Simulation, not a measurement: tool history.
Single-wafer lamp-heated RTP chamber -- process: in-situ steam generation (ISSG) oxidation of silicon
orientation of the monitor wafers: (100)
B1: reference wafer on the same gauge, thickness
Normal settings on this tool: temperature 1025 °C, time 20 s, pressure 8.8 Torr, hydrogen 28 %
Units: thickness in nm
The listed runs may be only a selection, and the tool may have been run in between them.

{"run": 1, "hour": 0.0, "temperature": 1025, "time": 20, "pressure": 8.8, "hydrogen": 28, "B1": 7.676, "thickness": 6.612}
{"run": 2, "hour": 51.5, "temperature": 1025, "time": 20, "pressure": 8.8, "hydrogen": 28, "B1": 7.683, "thickness": 6.736}
{"run": 3, "hour": 84.4, "temperature": 1025, "time": 20, "pressure": 8.8, "hydrogen": 28, "B1": 7.684, "thickness": 6.732}
{"run": 4, "hour": 116.8, "temperature": 1025, "time": 24, "pressure": 9.8, "hydrogen": 28, "B1": 7.667, "thickness": 7.224}
{"run": 5, "hour": 146.5, "temperature": 1025, "time": 24, "pressure": 9.8, "hydrogen": 28, "B1": 7.681, "thickness": 7.242}
{"run": 6, "hour": 183.6, "temperature": 1025, "time": 24, "pressure": 9.8, "hydrogen": 28, "B1": 7.665, "thickness": 7.227}
{"run": 7, "hour": 242.8, "temperature": 1035, "time": 20, "pressure": 8.8, "hydrogen": 20, "B1": 7.669, "thickness": 6.51}
{"hour": 282.0, "done": "pressure gauge zeroed"}
{"hour": 288.8, "done": "pyrometer window cleaned and pyrometer calibrated"}
{"run": 8, "hour": 304.6, "temperature": 1035, "time": 20, "pressure": 8.8, "hydrogen": 20, "B1": 7.672, "thickness": 6.279}
{"run": 9, "hour": 373.5, "temperature": 1035, "time": 20, "pressure": 8.8, "hydrogen": 20, "B1": 7.671, "thickness": 6.447}
{"run": 10, "hour": 470.3, "temperature": 1044, "time": 20, "pressure": 9.3, "hydrogen": 20, "B1": 7.667, "thickness": 6.671}
{"run": 11, "hour": 514.9, "temperature": 1011, "time": 20, "pressure": 10, "hydrogen": 22, "B1": 7.675, "thickness": 5.753}
{"run": 12, "hour": 571.1, "temperature": 1025, "time": 24, "pressure": 8.2, "hydrogen": 22, "B1": 7.67, "thickness": 6.916}
{"run": 13, "hour": 621.4, "temperature": 1041, "time": 16, "pressure": 9.3, "hydrogen": 32, "B1": 7.687, "thickness": 6.707}
{"run": 14, "hour": 667.8, "temperature": 1036, "time": 27, "pressure": 8.8, "hydrogen": 22, "B1": 7.678, "thickness": 7.742}
{"hour": 687.3, "done": "gauge calibrated"}
{"hour": 712.2, "done": "hydrogen flow controller replaced"}
{"run": 15, "hour": 803.4, "temperature": 1043, "time": 20, "pressure": 8.8, "hydrogen": 28, "B1": 7.662, "thickness": 7.348}

The next listed run, before its measurement:
{"run": 16, "hour": 843.2, "temperature": 1025, "time": 20, "pressure": 8.8, "hydrogen": 28, "B1": "?", "thickness": "?"}

Logged for run 16: B1 7.672, thickness 6.732 nm.
The same run, on a tool lacking any hidden state, would have yielded thickness 6.508 nm.
